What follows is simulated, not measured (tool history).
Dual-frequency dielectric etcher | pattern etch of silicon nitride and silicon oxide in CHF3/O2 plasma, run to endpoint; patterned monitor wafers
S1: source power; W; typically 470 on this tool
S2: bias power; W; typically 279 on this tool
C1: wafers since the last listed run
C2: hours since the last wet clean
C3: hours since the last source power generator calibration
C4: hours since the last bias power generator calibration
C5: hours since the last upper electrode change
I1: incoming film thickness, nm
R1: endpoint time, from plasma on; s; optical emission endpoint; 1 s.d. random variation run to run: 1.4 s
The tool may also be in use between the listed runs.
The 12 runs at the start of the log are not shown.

run    hour   S1   S2    C1     C2      C3      C4      C5     I1     R1
 13   850.2  380  246   680  488.0  2353.4  2329.8  5936.5  253.9  183.8
      913.2  -- source power generator calibrated
 14   921.9  360  216   549  559.7     8.7  2401.5  6008.2  254.1  192.1
 15  1003.9  540  332   665  641.7    90.7  2483.5  6090.2  256.0  157.4
     1014.8  -- bias power generator calibrated
     1059.0  -- wet clean of the chamber
 16  1089.2  380  279   464   30.2   176.0    74.4  6175.5  255.8  174.3
 17  1190.6  470  279   822  131.6   277.4   175.8  6276.9  254.3  165.0
     1299.5  -- upper electrode replaced
 18  1467.2  360  216  2048  408.2   554.0   452.4   167.7  252.6  186.1
 19  1565.2  470  301   794  506.2   652.0   550.4   265.7  255.8  166.0
 20  1638.8  580  279   596  579.8   725.6   624.0   339.3  254.6  159.7
     1729.2  -- wet clean of the chamber
 21  1734.7  500  313   583    5.5   821.5   719.9   435.2  255.1  157.1
 22  1833.2  390  329   798  104.0   920.0   818.4   533.7  255.8  165.1
 23  1896.9  420  244   516  167.7   983.7   882.1   597.4  253.6  175.0
 24  1971.8  470  260   607  242.6  1058.6   957.0   672.3  256.0  169.8
 25  2013.7  420  244   339  284.5  1100.5   998.9   714.2  255.1  174.8
 26  2100.7  470  279   705  371.5  1187.5  1085.9   801.2  253.4  167.8
 27  2194.6  470  279   761  465.4  1281.4  1179.8   895.1  250.8  164.5
 28  2293.8  390  220   804  564.6  1380.6  1279.0   994.3  259.1  191.0
     2527.3  -- wet clean of the chamber
 29  2588.1  550  253  2192   60.8  1674.9  1573.3  1288.6  253.5  160.3
 30  2679.5  390  249   741  152.2  1766.3  1664.7  1380.0  256.1  179.7
 31  2753.3  510  219   598  226.0  1840.1  1738.5  1453.8  252.9  170.9
 32  2837.7  520  317   684  310.4  1924.5  1822.9  1538.2  255.4  157.9
 33  2904.5  360  279   541  377.2  1991.3  1889.7  1605.0  256.1  181.7
 34  2974.5  530  304   567  447.2  2061.3  1959.7  1675.0  254.6  160.8
 35  3036.6  570  217   503  509.3  2123.4  2021.8  1737.1  253.6  165.0

Consider 4 possible next runs. They are alternatives, not a sequence: every one starts from the tool as it was left by run 35. What does each give?
  A  3037.1  470  279   4  509.8  2123.9  2022.3  1737.6  254.0   ?
  B  3037.1  350  299   4  509.8  2123.9  2022.3  1737.6  254.0   ?
  C  3037.1  470  333   4  509.8  2123.9  2022.3  1737.6  254.0   ?
  D  3037.1  410  344   4  509.8  2123.9  2022.3  1737.6  254.0   ?

run     R1
  A  168.3
  B  178.7
  C  161.2
  D  165.8
Take away the tool's hidden state, keep each run's random variation, and the runs would have read:
run     R1
  A  164.1
  B  174.3
  C  157.3
  D  161.7

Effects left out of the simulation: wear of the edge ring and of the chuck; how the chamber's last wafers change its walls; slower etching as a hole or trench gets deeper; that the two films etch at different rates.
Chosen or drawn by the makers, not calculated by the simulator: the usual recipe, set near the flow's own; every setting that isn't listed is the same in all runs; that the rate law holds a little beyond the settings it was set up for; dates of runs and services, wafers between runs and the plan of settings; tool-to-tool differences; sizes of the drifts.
